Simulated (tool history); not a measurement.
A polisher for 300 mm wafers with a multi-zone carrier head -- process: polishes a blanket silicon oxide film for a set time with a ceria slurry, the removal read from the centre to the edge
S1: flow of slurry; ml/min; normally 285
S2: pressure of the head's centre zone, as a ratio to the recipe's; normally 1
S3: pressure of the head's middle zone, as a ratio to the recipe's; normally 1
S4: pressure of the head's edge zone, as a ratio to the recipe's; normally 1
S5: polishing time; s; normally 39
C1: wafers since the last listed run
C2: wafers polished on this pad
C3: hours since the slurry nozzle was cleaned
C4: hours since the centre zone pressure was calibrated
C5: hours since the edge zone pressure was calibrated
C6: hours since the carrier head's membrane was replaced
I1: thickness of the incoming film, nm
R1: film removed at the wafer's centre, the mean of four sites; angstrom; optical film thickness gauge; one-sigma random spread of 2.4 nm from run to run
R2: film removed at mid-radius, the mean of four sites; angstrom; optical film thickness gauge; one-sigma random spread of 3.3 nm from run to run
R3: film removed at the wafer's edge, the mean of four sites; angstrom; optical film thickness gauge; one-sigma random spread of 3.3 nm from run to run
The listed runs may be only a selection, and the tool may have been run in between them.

{"run": 1, "hour": 0.0, "S1": 325, "S2": 1, "S3": 1, "S4": 1, "S5": 39, "C1": 0, "C2": 2607, "C3": 2.7, "C4": 415.5, "C5": 98, "C6": 404.6, "I1": 1752.7, "R1": 2353, "R2": 2259, "R3": 2321}
{"run": 2, "hour": 87.8, "S1": 285, "S2": 1, "S3": 1, "S4": 1, "S5": 39, "C1": 1000, "C2": 3607, "C3": 90.5, "C4": 503.3, "C5": 185.8, "C6": 492.4, "I1": 1736.7, "R1": 2273, "R2": 2262, "R3": 2282}
{"run": 3, "hour": 132.1, "S1": 285, "S2": 1, "S3": 1, "S4": 1, "S5": 39, "C1": 504, "C2": 4112, "C3": 134.8, "C4": 547.6, "C5": 230.1, "C6": 536.7, "I1": 1749.1, "R1": 2280, "R2": 2236, "R3": 2281}
{"hour": 225.1, "done": "worn pad replaced by a new one"}
{"run": 4, "hour": 232.8, "S1": 285, "S2": 1, "S3": 1, "S4": 1, "S5": 39, "C1": 1101, "C2": 88, "C3": 235.5, "C4": 648.3, "C5": 330.8, "C6": 637.4, "I1": 1746.7, "R1": 2286, "R2": 2285, "R3": 2308}
{"run": 5, "hour": 275.2, "S1": 285, "S2": 1.05, "S3": 1, "S4": 1, "S5": 39, "C1": 483, "C2": 571, "C3": 277.9, "C4": 690.7, "C5": 373.2, "C6": 679.8, "I1": 1750.3, "R1": 2347, "R2": 2271, "R3": 2289}
{"hour": 343.1, "done": "edge zone pressure recalibrated"}
{"run": 6, "hour": 358.3, "S1": 285, "S2": 1, "S3": 1, "S4": 1, "S5": 39, "C1": 923, "C2": 1495, "C3": 361, "C4": 773.8, "C5": 15.2, "C6": 762.9, "I1": 1747.7, "R1": 2229, "R2": 2188, "R3": 2248}
{"hour": 488.2, "done": "carrier head's membrane replaced by a new one"}
{"hour": 641.9, "done": "slurry nozzle cleaned"}
{"hour": 651.4, "done": "centre zone pressure recalibrated"}
{"run": 7, "hour": 668.7, "S1": 285, "S2": 1, "S3": 1, "S4": 1, "S5": 39, "C1": 3445, "C2": 4940, "C3": 26.8, "C4": 17.3, "C5": 325.6, "C6": 180.5, "I1": 1735.7, "R1": 2334, "R2": 2334, "R3": 2324}
{"hour": 742.4, "done": "worn pad replaced by a new one"}
{"run": 8, "hour": 755.0, "S1": 285, "S2": 1, "S3": 1, "S4": 1, "S5": 39, "C1": 937, "C2": 144, "C3": 113.1, "C4": 103.6, "C5": 411.9, "C6": 266.8, "I1": 1766.9, "R1": 2313, "R2": 2282, "R3": 2346}
{"hour": 838.4, "done": "edge zone pressure recalibrated"}
{"run": 9, "hour": 861.5, "S1": 285, "S2": 1, "S3": 1, "S4": 1, "S5": 39, "C1": 1190, "C2": 1334, "C3": 219.6, "C4": 210.1, "C5": 23.1, "C6": 373.3, "I1": 1729.9, "R1": 2288, "R2": 2204, "R3": 2302}
{"run": 10, "hour": 919.2, "S1": 285, "S2": 1, "S3": 1, "S4": 1, "S5": 25, "C1": 657, "C2": 1991, "C3": 277.3, "C4": 267.8, "C5": 80.8, "C6": 431, "I1": 1763.1, "R1": 1455, "R2": 1440, "R3": 1483}
{"run": 11, "hour": 1023.8, "S1": 345, "S2": 0.91, "S3": 1.06, "S4": 1, "S5": 39, "C1": 1191, "C2": 3183, "C3": 381.9, "C4": 372.4, "C5": 185.4, "C6": 535.6, "I1": 1726.2, "R1": 2148, "R2": 2406, "R3": 2314}
{"run": 12, "hour": 1081.6, "S1": 285, "S2": 1, "S3": 1, "S4": 1, "S5": 39, "C1": 658, "C2": 3842, "C3": 439.7, "C4": 430.2, "C5": 243.2, "C6": 593.4, "I1": 1742.4, "R1": 2261, "R2": 2247, "R3": 2250}
{"run": 13, "hour": 1153.1, "S1": 325, "S2": 0.97, "S3": 0.93, "S4": 1, "S5": 39, "C1": 814, "C2": 4656, "C3": 511.2, "C4": 501.7, "C5": 314.7, "C6": 664.9, "I1": 1722, "R1": 2229, "R2": 2185, "R3": 2325}
{"run": 14, "hour": 1193.6, "S1": 285, "S2": 1, "S3": 1, "S4": 1.05, "S5": 39, "C1": 461, "C2": 5118, "C3": 551.7, "C4": 542.2, "C5": 355.2, "C6": 705.4, "I1": 1721.5, "R1": 2228, "R2": 2225, "R3": 2308}
{"hour": 1241.0, "done": "slurry nozzle cleaned"}
{"run": 15, "hour": 1243.8, "S1": 315, "S2": 1, "S3": 1.08, "S4": 1.05, "S5": 26, "C1": 560, "C2": 5678, "C3": 2.8, "C4": 592.4, "C5": 405.4, "C6": 755.6, "I1": 1750.1, "R1": 1567, "R2": 1640, "R3": 1619}
{"hour": 1263.5, "done": "worn pad replaced by a new one, of another model than before"}
{"run": 16, "hour": 1287.0, "S1": 315, "S2": 1, "S3": 1.08, "S4": 1.09, "S5": 26, "C1": 446, "C2": 267, "C3": 46, "C4": 635.6, "C5": 448.6, "C6": 798.8, "I1": 1749.2, "R1": 1565, "R2": 1674, "R3": 1632}
{"run": 17, "hour": 1332.5, "S1": 285, "S2": 0.92, "S3": 1, "S4": 1, "S5": 39, "C1": 518, "C2": 786, "C3": 91.5, "C4": 681.1, "C5": 494.1, "C6": 844.3, "I1": 1757.6, "R1": 2135, "R2": 2278, "R3": 2323}
{"run": 18, "hour": 1372.4, "S1": 285, "S2": 1, "S3": 1, "S4": 1, "S5": 39, "C1": 454, "C2": 1240, "C3": 131.4, "C4": 721, "C5": 534, "C6": 884.2, "I1": 1744.6, "R1": 2295, "R2": 2282, "R3": 2377}
{"hour": 1377.0, "done": "edge zone pressure recalibrated"}
{"run": 19, "hour": 1473.7, "S1": 230, "S2": 1, "S3": 1, "S4": 1.04, "S5": 43, "C1": 1131, "C2": 2372, "C3": 232.7, "C4": 822.3, "C5": 96.7, "C6": 985.5, "I1": 1722.3, "R1": 2494, "R2": 2511, "R3": 2573}
{"run": 20, "hour": 1510.0, "S1": 285, "S2": 1, "S3": 1, "S4": 1, "S5": 39, "C1": 413, "C2": 2785, "C3": 269, "C4": 858.6, "C5": 133, "C6": 1021.8, "I1": 1728.1, "R1": 2308, "R2": 2282, "R3": 2261}
{"hour": 1585.2, "done": "carrier head's membrane replaced by a new one"}
{"run": 21, "hour": 1608.9, "S1": 285, "S2": 1, "S3": 1, "S4": 1.08, "S5": 29, "C1": 1069, "C2": 3855, "C3": 367.9, "C4": 957.5, "C5": 231.9, "C6": 23.7, "I1": 1747.2, "R1": 1681, "R2": 1628, "R3": 1759}
{"hour": 1651.2, "done": "centre zone pressure recalibrated"}
{"run": 22, "hour": 1692.8, "S1": 205, "S2": 1, "S3": 0.94, "S4": 1.04, "S5": 45, "C1": 933, "C2": 4788, "C3": 451.8, "C4": 41.6, "C5": 315.8, "C6": 107.6, "I1": 1745, "R1": 2508, "R2": 2385, "R3": 2664}
{"hour": 1698.9, "done": "worn pad replaced by a new one"}
{"hour": 1873.8, "done": "slurry nozzle cleaned"}
{"run": 23, "hour": 1874.8, "S1": 360, "S2": 0.95, "S3": 1, "S4": 1.08, "S5": 51, "C1": 2016, "C2": 1992, "C3": 1, "C4": 223.6, "C5": 497.8, "C6": 289.6, "I1": 1748, "R1": 2986, "R2": 3082, "R3": 3211}

What if the next run were any one of these 3? Each begins from the tool's condition after run 23:
{"run": "A", "hour": 1875.2, "S1": 230, "S2": 1, "S3": 1, "S4": 1, "S5": 39, "C1": 4, "C2": 1997, "C3": 1.4, "C4": 224, "C5": 498.2, "C6": 290, "I1": 1720.1, "R1": "?", "R2": "?", "R3": "?"}
{"run": "B", "hour": 1875.2, "S1": 345, "S2": 0.92, "S3": 0.94, "S4": 1, "S5": 39, "C1": 4, "C2": 1997, "C3": 1.4, "C4": 224, "C5": 498.2, "C6": 290, "I1": 1720.1, "R1": "?", "R2": "?", "R3": "?"}
{"run": "C", "hour": 1875.2, "S1": 210, "S2": 1, "S3": 1, "S4": 1, "S5": 39, "C1": 4, "C2": 1997, "C3": 1.4, "C4": 224, "C5": 498.2, "C6": 290, "I1": 1720.1, "R1": "?", "R2": "?", "R3": "?"}

run=A R1=2267 R2=2281 R3=2281
run=B R1=2152 R2=2210 R3=2318
run=C R1=2256 R2=2271 R3=2274
Without the tool's unlogged condition, the same runs would have read:
run=A R1=2271 R2=2285 R3=2284
run=B R1=2156 R2=2213 R3=2320
run=C R1=2260 R2=2275 R3=2277
